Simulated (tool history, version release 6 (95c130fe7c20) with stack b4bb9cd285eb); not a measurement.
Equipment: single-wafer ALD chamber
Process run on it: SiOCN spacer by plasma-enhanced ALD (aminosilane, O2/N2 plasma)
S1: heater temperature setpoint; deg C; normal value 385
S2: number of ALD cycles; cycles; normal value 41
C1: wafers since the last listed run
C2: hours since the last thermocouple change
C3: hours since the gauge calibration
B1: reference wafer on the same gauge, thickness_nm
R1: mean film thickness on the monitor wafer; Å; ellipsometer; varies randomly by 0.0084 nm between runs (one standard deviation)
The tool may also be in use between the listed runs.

{"run": 1, "hour": 0.0, "S1": 385, "S2": 41, "C1": 0, "C2": 826.8, "C3": 575.1, "B1": 2.142, "R1": 24.95}
{"run": 2, "hour": 33.8, "S1": 385, "S2": 41, "C1": 150, "C2": 860.6, "C3": 608.9, "B1": 2.139, "R1": 24.87}
{"run": 3, "hour": 60.8, "S1": 385, "S2": 41, "C1": 120, "C2": 887.6, "C3": 635.9, "B1": 2.136, "R1": 24.88}
{"run": 4, "hour": 256.3, "S1": 385, "S2": 41, "C1": 869, "C2": 1083.1, "C3": 831.4, "B1": 2.138, "R1": 24.92}
{"hour": 283.2, "done": "gauge calibrated"}
{"run": 5, "hour": 295.4, "S1": 385, "S2": 41, "C1": 173, "C2": 1122.2, "C3": 12.2, "B1": 2.139, "R1": 24.87}
{"run": 6, "hour": 359.6, "S1": 385, "S2": 41, "C1": 285, "C2": 1186.4, "C3": 76.4, "B1": 2.137, "R1": 24.76}
{"run": 7, "hour": 554.1, "S1": 385, "S2": 41, "C1": 865, "C2": 1380.9, "C3": 270.9, "B1": 2.141, "R1": 24.88}
{"run": 8, "hour": 599.9, "S1": 385, "S2": 41, "C1": 203, "C2": 1426.7, "C3": 316.7, "B1": 2.139, "R1": 24.94}
{"run": 9, "hour": 652.9, "S1": 385, "S2": 41, "C1": 235, "C2": 1479.7, "C3": 369.7, "B1": 2.142, "R1": 24.83}
{"run": 10, "hour": 784.1, "S1": 385, "S2": 41, "C1": 583, "C2": 1610.9, "C3": 500.9, "B1": 2.141, "R1": 24.95}
{"run": 11, "hour": 836.2, "S1": 385, "S2": 41, "C1": 231, "C2": 1663.0, "C3": 553.0, "B1": 2.142, "R1": 24.87}
{"run": 12, "hour": 867.1, "S1": 385, "S2": 36, "C1": 137, "C2": 1693.9, "C3": 583.9, "B1": 2.141, "R1": 21.84}
{"run": 13, "hour": 933.8, "S1": 385, "S2": 36, "C1": 296, "C2": 1760.6, "C3": 650.6, "B1": 2.14, "R1": 21.95}
{"run": 14, "hour": 1000.3, "S1": 399, "S2": 48, "C1": 295, "C2": 1827.1, "C3": 717.1, "B1": 2.141, "R1": 29.22}
{"hour": 1043.7, "done": "thermocouple changed; heater temperature recalibrated"}
{"run": 15, "hour": 1071.1, "S1": 391, "S2": 46, "C1": 279, "C2": 27.4, "C3": 787.9, "B1": 2.139, "R1": 27.97}
{"run": 16, "hour": 1107.2, "S1": 374, "S2": 34, "C1": 160, "C2": 63.5, "C3": 824.0, "B1": 2.142, "R1": 20.59}
{"run": 17, "hour": 1131.4, "S1": 396, "S2": 35, "C1": 107, "C2": 87.7, "C3": 848.2, "B1": 2.138, "R1": 21.38}
{"hour": 1156.5, "done": "gauge calibrated"}
{"run": 18, "hour": 1200.9, "S1": 385, "S2": 43, "C1": 309, "C2": 157.2, "C3": 44.4, "B1": 2.139, "R1": 26.21}
{"run": 19, "hour": 1247.1, "S1": 385, "S2": 41, "C1": 205, "C2": 203.4, "C3": 90.6, "B1": 2.141, "R1": 24.93}
{"run": 20, "hour": 1292.0, "S1": 385, "S2": 41, "C1": 199, "C2": 248.3, "C3": 135.5, "B1": 2.14, "R1": 25.07}
{"run": 21, "hour": 1331.7, "S1": 385, "S2": 41, "C1": 176, "C2": 288.0, "C3": 175.2, "B1": 2.138, "R1": 25.0}
{"run": 22, "hour": 1369.9, "S1": 372, "S2": 46, "C1": 169, "C2": 326.2, "C3": 213.4, "B1": 2.138, "R1": 27.9}
{"run": 23, "hour": 1408.0, "S1": 380, "S2": 36, "C1": 169, "C2": 364.3, "C3": 251.5, "B1": 2.136, "R1": 21.93}
{"run": 24, "hour": 1602.5, "S1": 375, "S2": 41, "C1": 865, "C2": 558.8, "C3": 446.0, "B1": 2.136, "R1": 24.9}
{"run": 25, "hour": 1659.8, "S1": 390, "S2": 45, "C1": 254, "C2": 616.1, "C3": 503.3, "B1": 2.14, "R1": 27.44}
{"run": 26, "hour": 1723.4, "S1": 375, "S2": 47, "C1": 282, "C2": 679.7, "C3": 566.9, "B1": 2.136, "R1": 28.6}
{"run": 27, "hour": 1762.6, "S1": 385, "S2": 49, "C1": 174, "C2": 718.9, "C3": 606.1, "B1": 2.14, "R1": 29.69}

Predict each of these 4 candidate next runs independently; none follows another, all start after run 27:
{"run": "A", "hour": 1763.1, "S1": 385, "S2": 41, "C1": 2, "C2": 719.4, "C3": 606.6, "B1": "?", "R1": "?"}
{"run": "B", "hour": 1763.1, "S1": 379, "S2": 46, "C1": 2, "C2": 719.4, "C3": 606.6, "B1": "?", "R1": "?"}
{"run": "C", "hour": 1763.1, "S1": 396, "S2": 37, "C1": 2, "C2": 719.4, "C3": 606.6, "B1": "?", "R1": "?"}
{"run": "D", "hour": 1763.1, "S1": 371, "S2": 38, "C1": 2, "C2": 719.4, "C3": 606.6, "B1": "?", "R1": "?"}

run=A B1=2.139 R1=24.97
run=B B1=2.139 R1=28.02
run=C B1=2.139 R1=22.53
run=D B1=2.139 R1=23.14
With no hidden state in the tool, these same runs would have given:
run=A R1=24.97
run=B R1=28.02
run=C R1=22.53
run=D R1=23.14

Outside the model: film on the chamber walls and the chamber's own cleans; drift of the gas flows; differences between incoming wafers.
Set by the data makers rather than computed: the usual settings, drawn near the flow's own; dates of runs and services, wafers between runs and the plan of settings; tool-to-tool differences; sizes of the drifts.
